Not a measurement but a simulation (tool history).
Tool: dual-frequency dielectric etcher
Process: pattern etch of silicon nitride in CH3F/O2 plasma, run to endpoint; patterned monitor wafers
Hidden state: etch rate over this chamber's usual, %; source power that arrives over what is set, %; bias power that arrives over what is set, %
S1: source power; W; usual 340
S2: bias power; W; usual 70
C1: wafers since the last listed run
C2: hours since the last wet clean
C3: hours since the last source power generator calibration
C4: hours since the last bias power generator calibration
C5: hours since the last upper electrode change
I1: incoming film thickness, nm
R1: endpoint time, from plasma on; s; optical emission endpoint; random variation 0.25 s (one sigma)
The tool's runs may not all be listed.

Run 1, day 0.000: usual settings but S1 320 W; C1 0; C2 421.0; C3 3139.0; C4 4396.7; C5 3194.0; I1 67.1. Result: R1 88.6 s.
Run 2, day 0.250: usual settings but S1 320 W; C1 45; C2 427.0; C3 3145.0; C4 4402.7; C5 3200.0; I1 67.2. Result: R1 89.1 s.
Run 3, day 0.879: usual settings; C1 113; C2 442.1; C3 3160.1; C4 4417.8; C5 3215.1; I1 67.2. Result: R1 87.4 s.
Run 4, day 1.438: usual settings but S2 66 W; C1 101; C2 455.5; C3 3173.5; C4 4431.2; C5 3228.5; I1 67.1. Result: R1 90.2 s.
Run 5, day 2.633: usual settings but S1 380 W; C1 216; C2 484.2; C3 3202.2; C4 4459.9; C5 3257.2; I1 67.2. Result: R1 85.2 s.
At day 3.038: bias power generator calibrated.
At day 3.183: source power generator calibrated.
At day 4.146: wet clean of the chamber.
Run 6, day 4.167: usual settings but S1 380 W; C1 47; C2 0.5; C3 23.6; C4 27.1; C5 3294.0; I1 67.0. Result: R1 80.0 s.
Run 7, day 4.183: usual settings but S1 380 W; C1 3; C2 0.9; C3 24.0; C4 27.5; C5 3294.4; I1 67.7. Result: R1 80.8 s.
Run 8, day 4.196: usual settings; C1 2; C2 1.2; C3 24.3; C4 27.8; C5 3294.7; I1 66.9. Result: R1 82.5 s.
At day 5.296: upper electrode replaced.
Run 9, day 5.317: usual settings but S1 380 W; C1 21; C2 28.1; C3 51.2; C4 54.7; C5 0.5; I1 67.5. Result: R1 81.0 s.
Run 10, day 5.396: usual settings but S2 83 W; C1 14; C2 30.0; C3 53.1; C4 56.6; C5 2.4; I1 67.0. Result: R1 75.5 s.
Run 11, day 5.912: usual settings but S1 370 W, S2 63 W; C1 93; C2 42.4; C3 65.5; C4 69.0; C5 14.8; I1 67.6. Result: R1 86.6 s.
Run 12, day 6.225: usual settings but S1 300 W, S2 61 W; C1 56; C2 49.9; C3 73.0; C4 76.5; C5 22.3; I1 66.9. Result: R1 92.3 s.
Run 13, day 6.929: usual settings but S1 270 W, S2 56 W; C1 127; C2 66.8; C3 89.9; C4 93.4; C5 39.2; I1 68.0. Result: R1 102.1 s.
Run 14, day 7.304: usual settings but S1 370 W, S2 62 W; C1 67; C2 75.8; C3 98.9; C4 102.4; C5 48.2; I1 68.3. Result: R1 87.9 s.

Forecast each of these 5 alternatives for the next run:
Run A, day 7.325: usual settings; C1 3; C2 76.3; C3 99.4; C4 102.9; C5 48.7; I1 67.7. Result: R1 ?.
Run B, day 7.325: usual settings but S1 380 W, S2 55 W; C1 3; C2 76.3; C3 99.4; C4 102.9; C5 48.7; I1 67.7. Result: R1 ?.
Run C, day 7.325: usual settings but S1 410 W, S2 81 W; C1 3; C2 76.3; C3 99.4; C4 102.9; C5 48.7; I1 67.7. Result: R1 ?.
Run D, day 7.325: usual settings but S1 400 W, S2 80 W; C1 3; C2 76.3; C3 99.4; C4 102.9; C5 48.7; I1 67.7. Result: R1 ?.
Run E, day 7.325: usual settings but S1 370 W, S2 87 W; C1 3; C2 76.3; C3 99.4; C4 102.9; C5 48.7; I1 67.7. Result: R1 ?.

run    R1
  A  84.0
  B  93.2
  C  73.8
  D  74.8
  E  73.1
Without the tool's hidden state the same runs would have given:
run    R1
  A  84.2
  B  93.5
  C  74.0
  D  75.0
  E  73.3
